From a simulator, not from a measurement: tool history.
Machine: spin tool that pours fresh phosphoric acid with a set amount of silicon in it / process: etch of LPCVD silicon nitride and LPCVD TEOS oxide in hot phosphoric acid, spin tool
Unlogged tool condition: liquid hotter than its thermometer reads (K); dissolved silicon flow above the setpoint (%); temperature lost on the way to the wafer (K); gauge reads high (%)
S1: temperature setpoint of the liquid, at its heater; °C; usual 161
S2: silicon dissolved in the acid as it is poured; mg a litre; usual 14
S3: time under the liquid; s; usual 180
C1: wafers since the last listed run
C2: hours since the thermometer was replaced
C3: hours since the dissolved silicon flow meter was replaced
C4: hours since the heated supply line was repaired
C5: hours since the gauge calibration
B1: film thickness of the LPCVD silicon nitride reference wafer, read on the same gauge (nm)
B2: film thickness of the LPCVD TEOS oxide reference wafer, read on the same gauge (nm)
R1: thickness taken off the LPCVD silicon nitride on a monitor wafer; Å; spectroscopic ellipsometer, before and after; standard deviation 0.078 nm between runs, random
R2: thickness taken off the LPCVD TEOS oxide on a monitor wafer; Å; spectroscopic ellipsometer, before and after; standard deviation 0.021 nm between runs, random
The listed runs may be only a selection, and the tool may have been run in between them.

run 1 day=0 | S1=161 S2=21.5 S3=130 | C1=0 C2=1839.6 C3=1135.3 C4=2295.7 C5=3.1 | B1=129.99 B2=120.042 | R1=132.6 R2=2.77
run 2 day=0.671 | S1=159.5 S2=14 S3=120 | C1=84 C2=1855.7 C3=1151.4 C4=2311.8 C5=19.2 | B1=130.01 B2=120.015 | R1=116.9 R2=2.9
run 3 day=2 | S1=162.5 S2=5.5 S3=180 | C1=166 C2=1887.6 C3=1183.3 C4=2343.7 C5=51.1 | B1=130.01 B2=120.011 | R1=193.5 R2=6.33
run 4 day=3.425 | S1=161 S2=14 S3=180 | C1=178 C2=1921.8 C3=1217.5 C4=2377.9 C5=85.3 | B1=130.02 B2=120.014 | R1=183.3 R2=4.71
run 5 day=4.533 | S1=161 S2=14 S3=180 | C1=139 C2=1948.4 C3=1244.1 C4=2404.5 C5=111.9 | B1=130.02 B2=120.039 | R1=183.7 R2=4.94
run 6 day=5.775 | S1=161 S2=14 S3=180 | C1=155 C2=1978.2 C3=1273.9 C4=2434.3 C5=141.7 | B1=129.98 B2=120.019 | R1=183.9 R2=5.02
-- day=7.788 heated supply line repaired
-- day=8.4 dissolved silicon flow meter replaced
-- day=8.558 gauge calibrated
run 7 day=9.862 | S1=161 S2=14 S3=180 | C1=502 C2=2076.3 C3=35.1 C4=49.8 C5=31.3 | B1=130.01 B2=119.966 | R1=168 R2=3.84
run 8 day=10.629 | S1=161 S2=14 S3=180 | C1=96 C2=2094.7 C3=53.5 C4=68.2 C5=49.7 | B1=130.01 B2=119.976 | R1=168.8 R2=4.06
run 9 day=11.138 | S1=161 S2=8 S3=180 | C1=63 C2=2106.9 C3=65.7 C4=80.4 C5=61.9 | B1=130.03 B2=120.014 | R1=168.4 R2=4.45
-- day=11.996 heated supply line repaired, repeated, since the last time left the tool worse
run 10 day=12.321 | S1=158.5 S2=7 S3=135 | C1=143 C2=2135.3 C3=94.1 C4=7.8 C5=90.3 | B1=130.04 B2=119.993 | R1=134.3 R2=3.56
run 11 day=13.288 | S1=161 S2=14 S3=180 | C1=121 C2=2158.5 C3=117.3 C4=31 C5=113.5 | B1=129.99 B2=119.989 | R1=194.9 R2=5.55
-- day=13.867 thermometer replaced
run 12 day=14.575 | S1=159.5 S2=14 S3=180 | C1=156 C2=17 C3=148.2 C4=61.9 C5=144.4 | B1=129.99 B2=120.017 | R1=184.9 R2=4.55
run 13 day=15.662 | S1=162.5 S2=18 S3=105 | C1=136 C2=43.1 C3=174.3 C4=88 C5=170.5 | B1=130 B2=120.019 | R1=119.2 R2=3.01
run 14 day=16.367 | S1=163.5 S2=6.5 S3=270 | C1=88 C2=60 C3=191.2 C4=104.9 C5=187.4 | B1=130 B2=120.03 | R1=316.3 R2=11.32
run 15 day=17.454 | S1=161 S2=14 S3=180 | C1=136 C2=86.1 C3=217.3 C4=131 C5=213.5 | B1=130 B2=120.005 | R1=193.2 R2=5.5

Hidden state or all else? Some run-to-run changes of R1, split into what the settings, what came in and random variation would give without the hidden state, and what is left for the hidden state (with any gauge scatter that isn't in both results):
Run 9 -> 10: S1 161 -> 158.5, S2 8 -> 7, S3 180 -> 135, heated supply line repaired, repeated, since the last time left the tool worse. R1 -34.1 Å: hidden state +28.5, all else -62.6.
Run 13 -> 14: S1 162.5 -> 163.5, S2 18 -> 6.5, S3 105 -> 270. R1 +197.1 Å: hidden state -6, all else +203.1.

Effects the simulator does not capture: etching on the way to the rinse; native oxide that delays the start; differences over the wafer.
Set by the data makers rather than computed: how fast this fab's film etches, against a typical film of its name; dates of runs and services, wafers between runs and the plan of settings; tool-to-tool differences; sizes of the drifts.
